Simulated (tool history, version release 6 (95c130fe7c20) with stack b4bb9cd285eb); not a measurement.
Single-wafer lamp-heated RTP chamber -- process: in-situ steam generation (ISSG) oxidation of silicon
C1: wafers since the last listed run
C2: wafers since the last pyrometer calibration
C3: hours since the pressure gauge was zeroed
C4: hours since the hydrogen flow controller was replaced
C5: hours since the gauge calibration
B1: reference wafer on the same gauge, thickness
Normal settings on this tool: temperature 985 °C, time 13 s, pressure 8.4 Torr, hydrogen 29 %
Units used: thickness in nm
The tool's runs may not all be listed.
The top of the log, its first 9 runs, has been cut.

Run 10, hour 245.5: usual settings; C1 169; C2 2086; C3 4965.4; C4 5725.8; C5 281.0; B1 3.670. Result: thickness 4.226 nm.
Run 11, hour 274.1: usual settings but hydrogen 32 %; C1 166; C2 2252; C3 4994.0; C4 5754.4; C5 309.6; B1 3.670. Result: thickness 4.336 nm.
Run 12, hour 301.9: usual settings but hydrogen 32 %; C1 161; C2 2414; C3 5021.8; C4 5782.2; C5 337.4; B1 3.671. Result: thickness 4.376 nm.
Run 13, hour 317.5: usual settings; C1 90; C2 2505; C3 5037.4; C4 5797.8; C5 353.0; B1 3.668. Result: thickness 4.227 nm.
Run 14, hour 329.8: usual settings; C1 71; C2 2576; C3 5049.7; C4 5810.1; C5 365.3; B1 3.669. Result: thickness 4.243 nm.
Run 15, hour 359.6: usual settings; C1 173; C2 2749; C3 5079.5; C4 5839.9; C5 395.1; B1 3.671. Result: thickness 4.249 nm.
Run 16, hour 381.2: usual settings but temperature 974 °C, time 9 s; C1 125; C2 2875; C3 5101.1; C4 5861.5; C5 416.7; B1 3.670. Result: thickness 3.562 nm.
Run 17, hour 393.3: usual settings; C1 70; C2 2945; C3 5113.2; C4 5873.6; C5 428.8; B1 3.669. Result: thickness 4.242 nm.
Run 18, hour 418.5: usual settings; C1 146; C2 3091; C3 5138.4; C4 5898.8; C5 454.0; B1 3.672. Result: thickness 4.248 nm.
Run 19, hour 445.3: usual settings but temperature 974 °C, time 9 s, pressure 9.0 Torr, hydrogen 32 %; C1 155; C2 3247; C3 5165.2; C4 5925.6; C5 480.8; B1 3.670. Result: thickness 3.612 nm.
Run 20, hour 462.3: usual settings but temperature 966 °C, time 10 s, pressure 9.2 Torr, hydrogen 32 %; C1 98; C2 3346; C3 5182.2; C4 5942.6; C5 497.8; B1 3.671. Result: thickness 3.687 nm.
Run 21, hour 475.8: usual settings; C1 78; C2 3424; C3 5195.7; C4 5956.1; C5 511.3; B1 3.669. Result: thickness 4.250 nm.
Run 22, hour 503.3: usual settings; C1 159; C2 3584; C3 5223.2; C4 5983.6; C5 538.8; B1 3.667. Result: thickness 4.239 nm.
At hour 533.6: pyrometer window cleaned and pyrometer calibrated.
At hour 543.9: hydrogen flow controller replaced.
At hour 544.2: pressure gauge zeroed.
Run 23, hour 544.7: usual settings but temperature 977 °C, time 8 s, pressure 7.7 Torr; C1 146; C2 16; C3 0.5; C4 0.8; C5 580.2; B1 3.668. Result: thickness 3.409 nm.

Run 24 comes next. What will it give?
Run 24, hour 557.9: usual settings; C1 76; C2 93; C3 13.7; C4 14.0; C5 593.4; B1 ?. Result: thickness ?.

B1: 3.670
thickness: 4.197 nm
With no hidden state in the tool, this same run would have given thickness 4.193 nm.

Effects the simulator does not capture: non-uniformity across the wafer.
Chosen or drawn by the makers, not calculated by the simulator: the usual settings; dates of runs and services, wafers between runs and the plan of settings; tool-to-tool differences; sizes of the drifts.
